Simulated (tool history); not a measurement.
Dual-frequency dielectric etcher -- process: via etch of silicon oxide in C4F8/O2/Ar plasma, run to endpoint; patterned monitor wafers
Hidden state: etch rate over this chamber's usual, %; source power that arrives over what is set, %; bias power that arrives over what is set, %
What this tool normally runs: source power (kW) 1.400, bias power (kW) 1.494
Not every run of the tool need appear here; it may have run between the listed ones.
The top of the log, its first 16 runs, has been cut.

run,hour,source power (kW),bias power (kW),wafers since the last listed run,hours since the last wet clean,hours since the last source power generator calibration,hours since the last bias power generator calibration,hours since the last upper electrode change,"incoming incoming film thickness, nm",endpoint time (s)
17,510.9,1.730,1.278,79,203.3,33.4,1744.4,224.8,1900.4,437.4
18,531.7,1.220,1.494,64,224.1,54.2,1765.2,245.6,1920.8,562.1
19,557.7,1.270,1.702,80,250.1,80.2,1791.2,271.6,1921.0,523.5
# hour 575.5: bias power generator calibrated
20,588.9,1.400,1.494,84,281.3,111.4,13.4,302.8,1932.4,495.2
21,603.7,1.400,1.156,46,296.1,126.2,28.2,317.6,1915.4,521.8
22,620.1,1.210,1.393,50,312.5,142.6,44.6,334.0,1909.0,567.5
23,643.0,1.400,1.494,71,335.4,165.5,67.5,356.9,1928.3,493.7
24,667.7,1.300,1.718,76,360.1,190.2,92.2,381.6,1912.1,504.7
25,694.0,1.400,1.494,81,386.4,216.5,118.5,407.9,1923.5,489.0
26,729.8,1.400,1.494,111,422.2,252.3,154.3,443.7,1930.7,488.6
27,755.3,1.750,1.622,79,447.7,277.8,179.8,469.2,1927.0,406.5
28,782.4,1.190,1.311,84,474.8,304.9,206.9,496.3,1939.5,585.5
# hour 836.4: wet clean of the chamber
29,836.9,1.220,1.668,94,0.5,359.4,261.4,550.8,1926.7,554.5
30,850.1,1.220,1.212,41,13.7,372.6,274.6,564.0,1942.1,600.3
31,880.5,1.400,1.494,94,44.1,403.0,305.0,594.4,1911.1,501.1
32,905.3,1.680,1.747,77,68.9,427.8,329.8,619.2,1939.4,424.8
33,924.4,1.400,1.494,59,88.0,446.9,348.9,638.3,1918.1,500.8
34,943.6,1.400,1.252,59,107.2,466.1,368.1,657.5,1925.6,522.1
35,965.2,1.400,1.494,67,128.8,487.7,389.7,679.1,1927.8,498.6
36,999.0,1.400,1.494,105,162.6,521.5,423.5,712.9,1928.5,498.2

What if the next run were any one of these 3? Each begins from the tool's condition after run 36:
A,999.5,1.260,1.494,1,163.1,522.0,424.0,713.4,1926.1,?
B,999.5,1.140,1.390,1,163.1,522.0,424.0,713.4,1926.1,?
C,999.5,1.310,1.231,1,163.1,522.0,424.0,713.4,1926.1,?

run,endpoint time (s)
A,546.4
B,614.5
C,551.8
Without the tool's hidden state the same runs would have given:
run,endpoint time (s)
A,558.9
B,628.6
C,564.5
